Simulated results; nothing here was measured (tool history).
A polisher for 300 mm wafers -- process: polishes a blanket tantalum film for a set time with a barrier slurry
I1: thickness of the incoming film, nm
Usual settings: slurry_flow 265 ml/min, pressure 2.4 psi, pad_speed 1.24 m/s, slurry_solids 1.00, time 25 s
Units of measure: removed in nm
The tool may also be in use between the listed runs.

Run 1, hour 0.0: usual settings but slurry_flow 335 ml/min; I1 181.0. Result: removed 58.9 nm.
At hour 25.4: head pressure recalibrated.
Run 2, hour 68.9: usual settings but pad_speed 1.12 m/s; I1 180.3. Result: removed 51.2 nm.
Run 3, hour 133.6: usual settings but pad_speed 1.12 m/s; I1 178.1. Result: removed 50.7 nm.
Run 4, hour 190.9: usual settings; I1 182.3. Result: removed 54.5 nm.
Run 5, hour 219.4: usual settings; I1 179.0. Result: removed 53.7 nm.
At hour 245.1: slurry nozzle cleaned.
Run 6, hour 260.4: usual settings; I1 179.1. Result: removed 53.8 nm.
At hour 290.8: slurry blender recalibrated.
Run 7, hour 308.8: usual settings but slurry_flow 220 ml/min, time 21 s; I1 179.2. Result: removed 47.4 nm.
Run 8, hour 335.2: usual settings but slurry_flow 195 ml/min, pressure 2.6 psi, slurry_solids 1.30, time 22 s; I1 181.0. Result: removed 57.8 nm.
Run 9, hour 396.6: usual settings but slurry_flow 305 ml/min, pressure 2.9 psi, pad_speed 1.46 m/s, time 32 s; I1 176.1. Result: removed 101.2 nm.
At hour 417.1: worn pad replaced by a new one.
Run 10, hour 420.9: usual settings; I1 182.9. Result: removed 59.7 nm.
Run 11, hour 447.4: usual settings; I1 181.3. Result: removed 59.0 nm.
Run 12, hour 510.9: usual settings but time 18 s; I1 181.7. Result: removed 41.9 nm.
Run 13, hour 562.3: usual settings but pad_speed 0.80 m/s, slurry_solids 0.80; I1 182.7. Result: removed 34.9 nm.
At hour 674.9: slurry nozzle cleaned.
Run 14, hour 701.4: usual settings; I1 179.2. Result: removed 54.9 nm.
At hour 728.7: head pressure recalibrated.
Run 15, hour 755.2: usual settings; I1 180.1. Result: removed 54.2 nm.
At hour 765.6: slurry blender recalibrated.
Run 16, hour 786.7: usual settings but pad_speed 1.64 m/s, slurry_solids 0.90; I1 178.4. Result: removed 68.9 nm.
Run 17, hour 837.2: usual settings but slurry_flow 200 ml/min, pressure 2.1 psi, pad_speed 0.92 m/s; I1 178.0. Result: removed 38.1 nm.
Run 18, hour 894.6: usual settings but pad_speed 1.52 m/s, slurry_solids 1.15; I1 176.8. Result: removed 70.3 nm.
At hour 905.0: worn pad replaced by a new one.
Run 19, hour 965.0: usual settings; I1 179.9. Result: removed 58.4 nm.
Run 20, hour 1006.8: usual settings; I1 177.1. Result: removed 57.0 nm.
Run 21, hour 1032.6: usual settings but slurry_solids 1.30; I1 182.4. Result: removed 62.9 nm.
At hour 1182.3: slurry nozzle cleaned.
Run 22, hour 1239.4: usual settings; I1 178.2. Result: removed 54.1 nm.
At hour 1253.0: slurry blender recalibrated.
Run 23, hour 1275.9: usual settings but slurry_flow 325 ml/min, pressure 3.0 psi, pad_speed 1.58 m/s; I1 181.0. Result: removed 90.7 nm.
Run 24, hour 1304.5: usual settings but pressure 2.8 psi, slurry_solids 1.20; I1 178.3. Result: removed 70.9 nm.
Run 25, hour 1362.3: usual settings but slurry_flow 300 ml/min, pad_speed 1.60 m/s, slurry_solids 0.75, time 34 s; I1 183.6. Result: removed 83.6 nm.
At hour 1368.9: worn pad replaced by a new one.
Run 26, hour 1431.8: usual settings; I1 178.9. Result: removed 57.6 nm.
At hour 1450.1: head pressure recalibrated.
Run 27, hour 1456.8: usual settings; I1 178.2. Result: removed 57.4 nm.
Run 28, hour 1504.3: usual settings but pressure 1.9 psi, time 22 s; I1 179.3. Result: removed 39.3 nm.
Run 29, hour 1545.9: usual settings; I1 179.5. Result: removed 55.4 nm.

For each run, what was the tool's unlogged condition?
slurry flow missing at the pad, %: 0 across all the runs
deviation of the head's pressure from its setpoint, %: 0 across all the runs
H1: removal rate lost through wear of the pad, %
H2: abrasive missing from the slurry, %
run     H1     H2
  1   3.07   6.93
  2   4.43      9
  3   5.29   10.9
  4   5.81   12.6
  5   6.01   13.5
  6   6.25   14.7
  7   6.46  0.682
  8   6.56   1.47
  9   6.73   3.31
 10  0.249   4.04
 11   1.17   4.83
 12   2.86   6.73
 13   3.82   8.27
 14   5.34   12.4
 15   5.67     14
 16   5.81   2.06
 17      6   3.58
 18   6.15   5.29
 19   2.05    7.4
 20   3.04   8.65
 21   3.54   9.42
 22   5.66   15.6
 23   5.84      2
 24   5.95   2.86
 25   6.12   4.59
 26   3.19   6.67
 27   3.81   7.41
 28   4.74   8.84
 29   5.37   10.1
